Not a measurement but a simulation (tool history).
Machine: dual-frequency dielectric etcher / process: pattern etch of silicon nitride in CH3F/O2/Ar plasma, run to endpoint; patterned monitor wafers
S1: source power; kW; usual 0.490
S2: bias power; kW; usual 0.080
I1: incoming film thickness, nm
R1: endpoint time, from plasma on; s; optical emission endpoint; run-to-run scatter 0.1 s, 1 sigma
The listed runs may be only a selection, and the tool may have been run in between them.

run 1 hour=0.0 | S1=0.490 S2=0.090 | I1=19.39 | R1=26.5
run 2 hour=13.7 | S1=0.420 S2=0.080 | I1=19.68 | R1=28.7
run 3 hour=25.5 | S1=0.420 S2=0.080 | I1=19.71 | R1=28.9
-- hour=51.9 upper electrode replaced
run 4 hour=52.4 | S1=0.460 S2=0.087 | I1=19.83 | R1=28.0
run 5 hour=52.8 | S1=0.460 S2=0.087 | I1=19.82 | R1=27.8
-- hour=70.4 source power generator calibrated
-- hour=77.4 wet clean of the chamber
run 6 hour=77.9 | S1=0.460 S2=0.087 | I1=19.69 | R1=27.0
run 7 hour=78.2 | S1=0.460 S2=0.080 | I1=19.87 | R1=27.7
run 8 hour=90.2 | S1=0.460 S2=0.080 | I1=19.62 | R1=27.5
run 9 hour=101.1 | S1=0.460 S2=0.080 | I1=19.54 | R1=27.4
run 10 hour=117.4 | S1=0.550 S2=0.080 | I1=19.55 | R1=26.3
run 11 hour=123.8 | S1=0.550 S2=0.080 | I1=19.77 | R1=26.6
run 12 hour=140.0 | S1=0.520 S2=0.068 | I1=19.78 | R1=27.9
run 13 hour=150.0 | S1=0.440 S2=0.088 | I1=19.80 | R1=27.4
-- hour=172.1 bias power generator calibrated
run 14 hour=173.8 | S1=0.520 S2=0.090 | I1=19.69 | R1=26.2
run 15 hour=180.9 | S1=0.490 S2=0.080 | I1=19.77 | R1=27.4
run 16 hour=189.3 | S1=0.490 S2=0.090 | I1=19.86 | R1=26.7
run 17 hour=198.9 | S1=0.610 S2=0.098 | I1=19.67 | R1=24.5
run 18 hour=209.2 | S1=0.590 S2=0.067 | I1=19.64 | R1=27.1
run 19 hour=225.8 | S1=0.600 S2=0.095 | I1=19.73 | R1=25.0
run 20 hour=233.7 | S1=0.570 S2=0.080 | I1=19.82 | R1=26.7
run 21 hour=245.7 | S1=0.370 S2=0.061 | I1=19.48 | R1=30.7
run 22 hour=260.1 | S1=0.570 S2=0.095 | I1=19.83 | R1=25.6
run 23 hour=270.2 | S1=0.370 S2=0.069 | I1=19.79 | R1=30.4
run 24 hour=282.6 | S1=0.390 S2=0.068 | I1=19.81 | R1=30.3
run 25 hour=325.9 | S1=0.490 S2=0.080 | I1=19.59 | R1=27.3
run 26 hour=342.8 | S1=0.600 S2=0.071 | I1=19.58 | R1=26.9
run 27 hour=357.1 | S1=0.570 S2=0.095 | I1=19.65 | R1=25.6
run 28 hour=373.5 | S1=0.440 S2=0.080 | I1=19.59 | R1=28.1
run 29 hour=390.6 | S1=0.490 S2=0.080 | I1=19.91 | R1=27.8
run 30 hour=402.6 | S1=0.570 S2=0.068 | I1=19.69 | R1=27.6
run 31 hour=408.9 | S1=0.430 S2=0.080 | I1=19.56 | R1=28.1
run 32 hour=418.3 | S1=0.580 S2=0.096 | I1=19.57 | R1=25.1
run 33 hour=432.0 | S1=0.430 S2=0.067 | I1=19.71 | R1=29.7
run 34 hour=439.4 | S1=0.560 S2=0.065 | I1=19.62 | R1=27.9

Consider 5 possible next runs. They are alternatives, not a sequence: every one starts from the tool as it was left by run 34. What does each give?
run A hour=439.8 | S1=0.490 S2=0.086 | I1=19.79 | R1=?
run B hour=439.8 | S1=0.490 S2=0.089 | I1=19.79 | R1=?
run C hour=439.8 | S1=0.380 S2=0.068 | I1=19.79 | R1=?
run D hour=439.8 | S1=0.590 S2=0.061 | I1=19.79 | R1=?
run E hour=439.8 | S1=0.370 S2=0.071 | I1=19.79 | R1=?

run=A R1=27.3
run=B R1=27.0
run=C R1=30.5
run=D R1=28.2
run=E R1=30.4
The same runs, with their run-to-run variation unchanged, on a tool lacking any hidden condition would have given:
run=A R1=26.8
run=B R1=26.6
run=C R1=30.0
run=D R1=27.7
run=E R1=29.8
